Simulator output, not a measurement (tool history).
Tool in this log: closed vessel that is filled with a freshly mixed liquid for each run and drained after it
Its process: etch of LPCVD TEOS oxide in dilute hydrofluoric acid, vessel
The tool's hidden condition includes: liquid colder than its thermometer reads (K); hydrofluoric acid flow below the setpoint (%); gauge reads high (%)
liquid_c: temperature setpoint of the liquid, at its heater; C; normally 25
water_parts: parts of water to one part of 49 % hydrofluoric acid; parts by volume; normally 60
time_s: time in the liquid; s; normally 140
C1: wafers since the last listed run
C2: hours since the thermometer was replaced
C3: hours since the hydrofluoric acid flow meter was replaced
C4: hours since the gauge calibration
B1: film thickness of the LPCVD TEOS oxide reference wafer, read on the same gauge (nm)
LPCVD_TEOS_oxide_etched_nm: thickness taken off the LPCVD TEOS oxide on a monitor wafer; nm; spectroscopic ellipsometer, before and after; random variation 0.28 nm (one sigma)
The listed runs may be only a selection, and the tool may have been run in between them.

Run 1, hour 0: usual settings; C1 0; C2 1855.6; C3 257.7; C4 100.4; B1 30.01. Result: LPCVD_TEOS_oxide_etched_nm 46.37 nm.
Run 2, hour 65: usual settings; C1 4330; C2 1920.6; C3 322.7; C4 165.4; B1 30. Result: LPCVD_TEOS_oxide_etched_nm 46.98 nm.
Run 3, hour 104.8: usual settings; C1 2651; C2 1960.4; C3 362.5; C4 205.2; B1 30.01. Result: LPCVD_TEOS_oxide_etched_nm 46.75 nm.
Run 4, hour 158.7: usual settings; C1 3591; C2 2014.3; C3 416.4; C4 259.1; B1 30.04. Result: LPCVD_TEOS_oxide_etched_nm 46.48 nm.
Run 5, hour 229.2: usual settings; C1 4697; C2 2084.8; C3 486.9; C4 329.6; B1 29.98. Result: LPCVD_TEOS_oxide_etched_nm 46.69 nm.
Run 6, hour 257.8: usual settings; C1 1905; C2 2113.4; C3 515.5; C4 358.2; B1 30.02. Result: LPCVD_TEOS_oxide_etched_nm 46.09 nm.
Run 7, hour 312: usual settings; C1 3611; C2 2167.6; C3 569.7; C4 412.4; B1 29.99. Result: LPCVD_TEOS_oxide_etched_nm 46.37 nm.
Run 8, hour 360.5: usual settings but time_s 110 s; C1 3231; C2 2216.1; C3 618.2; C4 460.9; B1 30. Result: LPCVD_TEOS_oxide_etched_nm 36.72 nm.
At hour 405.3: hydrofluoric acid flow meter replaced.
Run 9, hour 432.5: usual settings but time_s 110 s; C1 4730; C2 2288.1; C3 27.2; C4 532.9; B1 30.01. Result: LPCVD_TEOS_oxide_etched_nm 36.45 nm.
Run 10, hour 489.6: usual settings; C1 3804; C2 2345.2; C3 84.3; C4 590; B1 29.99. Result: LPCVD_TEOS_oxide_etched_nm 46.98 nm.
Run 11, hour 552.5: usual settings; C1 4191; C2 2408.1; C3 147.2; C4 652.9; B1 30.01. Result: LPCVD_TEOS_oxide_etched_nm 46.68 nm.
Run 12, hour 586.6: usual settings; C1 2272; C2 2442.2; C3 181.3; C4 687; B1 30. Result: LPCVD_TEOS_oxide_etched_nm 46.98 nm.
Run 13, hour 612.2: usual settings; C1 1705; C2 2467.8; C3 206.9; C4 712.6; B1 30.02. Result: LPCVD_TEOS_oxide_etched_nm 46.85 nm.
Run 14, hour 668.7: usual settings; C1 3764; C2 2524.3; C3 263.4; C4 769.1; B1 29.98. Result: LPCVD_TEOS_oxide_etched_nm 45.97 nm.
At hour 721: gauge calibrated.
Run 15, hour 729: usual settings but liquid_c 21.5 C, water_parts 75 parts by volume, time_s 170 s; C1 4017; C2 2584.6; C3 323.7; C4 8; B1 29.99. Result: LPCVD_TEOS_oxide_etched_nm 38.35 nm.
Run 16, hour 777.7: usual settings but time_s 190 s; C1 3244; C2 2633.3; C3 372.4; C4 56.7; B1 29.97. Result: LPCVD_TEOS_oxide_etched_nm 63.01 nm.
Run 17, hour 812.3: usual settings but liquid_c 29.5 C, water_parts 35 parts by volume, time_s 165 s; C1 2305; C2 2667.9; C3 407; C4 91.3; B1 30.02. Result: LPCVD_TEOS_oxide_etched_nm 116.49 nm.
Run 18, hour 872.4: usual settings but water_parts 35 parts by volume; C1 4004; C2 2728; C3 467.1; C4 151.4; B1 30. Result: LPCVD_TEOS_oxide_etched_nm 83 nm.
At hour 895.2: thermometer replaced.
Run 19, hour 975.8: usual settings but liquid_c 21.5 C, time_s 80 s; C1 6822; C2 80.6; C3 570.5; C4 254.8; B1 29.98. Result: LPCVD_TEOS_oxide_etched_nm 22.93 nm.
Run 20, hour 1030.5: usual settings but time_s 195 s; C1 3644; C2 135.3; C3 625.2; C4 309.5; B1 29.99. Result: LPCVD_TEOS_oxide_etched_nm 65.14 nm.
Run 21, hour 1094.3: usual settings but liquid_c 26.5 C, time_s 210 s; C1 4251; C2 199.1; C3 689; C4 373.3; B1 29.99. Result: LPCVD_TEOS_oxide_etched_nm 74.95 nm.
Run 22, hour 1155.7: usual settings but liquid_c 21 C; C1 4091; C2 260.5; C3 750.4; C4 434.7; B1 30.01. Result: LPCVD_TEOS_oxide_etched_nm 39.71 nm.
Run 23, hour 1207: usual settings but liquid_c 20 C, water_parts 45 parts by volume, time_s 105 s; C1 3418; C2 311.8; C3 801.7; C4 486; B1 30. Result: LPCVD_TEOS_oxide_etched_nm 38.27 nm.
At hour 1209.6: hydrofluoric acid flow meter replaced.
Run 24, hour 1264.8: usual settings but liquid_c 29 C, water_parts 85 parts by volume, time_s 185 s; C1 3784; C2 369.6; C3 55.2; C4 543.8; B1 29.96. Result: LPCVD_TEOS_oxide_etched_nm 49.05 nm.

Below are 4 alternative next runs, each starting from the tool's condition after run 24. Predict each:
Run A, hour 1265.5: usual settings but time_s 220 s; C1 46; C2 370.3; C3 55.9; C4 544.5; B1 ?. Result: LPCVD_TEOS_oxide_etched_nm ?.
Run B, hour 1265.5: usual settings but liquid_c 29.5 C, water_parts 80 parts by volume, time_s 85 s; C1 46; C2 370.3; C3 55.9; C4 544.5; B1 ?. Result: LPCVD_TEOS_oxide_etched_nm ?.
Run C, hour 1265.5: usual settings but water_parts 85 parts by volume, time_s 85 s; C1 46; C2 370.3; C3 55.9; C4 544.5; B1 ?. Result: LPCVD_TEOS_oxide_etched_nm ?.
Run D, hour 1265.5: usual settings but liquid_c 29.5 C, time_s 85 s; C1 46; C2 370.3; C3 55.9; C4 544.5; B1 ?. Result: LPCVD_TEOS_oxide_etched_nm ?.

run     B1  LPCVD_TEOS_oxide_etched_nm
  A  30.02                       73.44
  B  30.02                       24.71
  C  30.02                       19.38
  D  30.02                       33.93
Stripped of hidden state, with their random variation kept, the same runs would have yielded:
run  LPCVD_TEOS_oxide_etched_nm
  A                       73.44
  B                       24.71
  C                       19.38
  D                       33.93

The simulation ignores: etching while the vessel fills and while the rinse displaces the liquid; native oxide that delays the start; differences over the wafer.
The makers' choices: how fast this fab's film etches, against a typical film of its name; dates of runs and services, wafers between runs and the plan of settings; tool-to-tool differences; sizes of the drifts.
